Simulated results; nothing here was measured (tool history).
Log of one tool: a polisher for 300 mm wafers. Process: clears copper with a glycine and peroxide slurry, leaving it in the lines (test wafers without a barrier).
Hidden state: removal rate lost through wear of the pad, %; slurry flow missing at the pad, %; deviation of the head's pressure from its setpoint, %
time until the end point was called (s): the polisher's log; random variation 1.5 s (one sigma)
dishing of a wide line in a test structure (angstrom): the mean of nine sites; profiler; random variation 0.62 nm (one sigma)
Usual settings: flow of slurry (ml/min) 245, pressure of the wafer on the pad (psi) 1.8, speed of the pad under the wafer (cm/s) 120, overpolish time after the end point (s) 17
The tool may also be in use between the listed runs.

run    hour  flow of slurry (ml/min)  pressure of the wafer on the pad (psi)  speed of the pad under the wafer (cm/s)  overpolish time after the end point (s)  wafers since the last listed run  wafers polished on this pad  hours since the slurry nozzle was cleaned  hours since the head pressure was calibrated  incoming thickness of the incoming film, nm  time until the end point was called (s)  dishing of a wide line in a test structure (angstrom)
  1     0.0                      200                                     1.8                                      120                                       21                                 0                          227                                      110.2                                         905.6                                        525.6                                    117.0                                                    468
  2    66.1                      245                                     1.8                                      120                                       17                               398                          626                                      176.3                                         971.7                                        534.7                                    119.6                                                    396
  3   134.0                      245                                     1.8                                      120                                       17                               409                         1035                                      244.2                                        1039.6                                        516.7                                    125.2                                                    394
      187.4  -- slurry nozzle cleaned
      199.5  -- worn pad replaced by a new one
  4   200.0                      245                                     1.6                                      120                                       13                               367                            2                                       12.6                                        1105.6                                        527.8                                    123.7                                                    321
  5   255.4                      245                                     1.6                                      120                                       13                               334                          337                                       68.0                                        1161.0                                        530.2                                    130.7                                                    291
  6   318.6                      245                                     1.8                                      120                                       17                               381                          718                                      131.2                                        1224.2                                        530.0                                    123.5                                                    391
  7   380.9                      245                                     1.8                                      120                                       17                               375                         1094                                      193.5                                        1286.5                                        518.0                                    119.2                                                    400
  8   427.7                      245                                     1.8                                      120                                       23                               282                         1376                                      240.3                                        1333.3                                        529.0                                    124.8                                                    488
      440.0  -- worn pad replaced by a new one
      448.9  -- head pressure recalibrated
      457.6  -- slurry nozzle cleaned
  9   481.2                      245                                     1.8                                      120                                       12                               280                          230                                       23.6                                          32.3                                        521.8                                    115.1                                                    308
 10   520.9                      245                                     1.8                                      120                                       12                               239                          469                                       63.3                                          72.0                                        534.1                                    122.4                                                    309
 11   592.9                      245                                     1.8                                      120                                       17                               434                          904                                      135.3                                         144.0                                        529.9                                    120.1                                                    393
 12   622.0                      185                                     1.8                                      120                                       17                               175                         1079                                      164.4                                         173.1                                        525.2                                    125.5                                                    388
      661.0  -- worn pad replaced by a new one, of another model than before
 13   661.5                      190                                     1.8                                      140                                       14                               214                            3                                      203.9                                         212.6                                        526.4                                    106.7                                                    377
 14   720.0                      245                                     1.4                                      142                                       17                               352                          356                                      262.4                                         271.1                                        523.9                                    118.0                                                    385
      758.8  -- slurry nozzle cleaned
 15   783.2                      245                                     1.8                                      120                                       17                               375                          731                                       24.4                                         334.3                                        525.2                                    120.7                                                    404
 16   812.7                      245                                     1.8                                       90                                       17                               177                          909                                       53.9                                         363.8                                        525.6                                    139.6                                                    367
 17   852.4                      200                                     1.8                                       86                                       17                               239                         1148                                       93.6                                         403.5                                        529.9                                    145.8                                                    348
      871.2  -- worn pad replaced by a new one
 18   900.2                      245                                     1.8                                      120                                       12                               264                          174                                      141.4                                         451.3                                        527.6                                    118.9                                                    304
 19   942.7                      245                                     1.8                                      120                                       17                               256                          431                                      183.9                                         493.8                                        531.6                                    122.4                                                    387
 20  1003.0                      185                                     2.3                                      120                                       20                               363                          794                                      244.2                                         554.1                                        527.7                                    113.7                                                    468
     1038.7  -- slurry nozzle cleaned
 21  1046.0                      295                                     2.1                                      158                                       14                               253                         1048                                        7.3                                         597.1                                        525.5                                    103.8                                                    392
     1122.6  -- worn pad replaced by a new one
 22  1222.6                      245                                     1.8                                      120                                       12                              1041                          603                                      183.9                                         773.7                                        520.1                                    117.8                                                    298

Forecast each of these 4 alternatives for the next run:
  A  1223.1                      245                                     1.8                                      158                                       17                                 3                          606                                      184.4                                         774.2                                        516.8                                        ?                                                      ?
  B  1223.1                      245                                     1.4                                      138                                       23                                 3                          606                                      184.4                                         774.2                                        516.8                                        ?                                                      ?
  C  1223.1                      245                                     1.5                                      120                                       17                                 3                          606                                      184.4                                         774.2                                        516.8                                        ?                                                      ?
  D  1223.1                      245                                     2.3                                      120                                       12                                 3                          606                                      184.4                                         774.2                                        516.8                                        ?                                                      ?

run  time until the end point was called (s)  dishing of a wide line in a test structure (angstrom)
  A                                    107.4                                                    424
  B                                    127.3                                                    462
  C                                    131.2                                                    366
  D                                    107.9                                                    329
Without the tool's hidden state the same runs would have given:
run  time until the end point was called (s)  dishing of a wide line in a test structure (angstrom)
  A                                     96.5                                                    458
  B                                    114.4                                                    496
  C                                    117.9                                                    397
  D                                     96.9                                                    358

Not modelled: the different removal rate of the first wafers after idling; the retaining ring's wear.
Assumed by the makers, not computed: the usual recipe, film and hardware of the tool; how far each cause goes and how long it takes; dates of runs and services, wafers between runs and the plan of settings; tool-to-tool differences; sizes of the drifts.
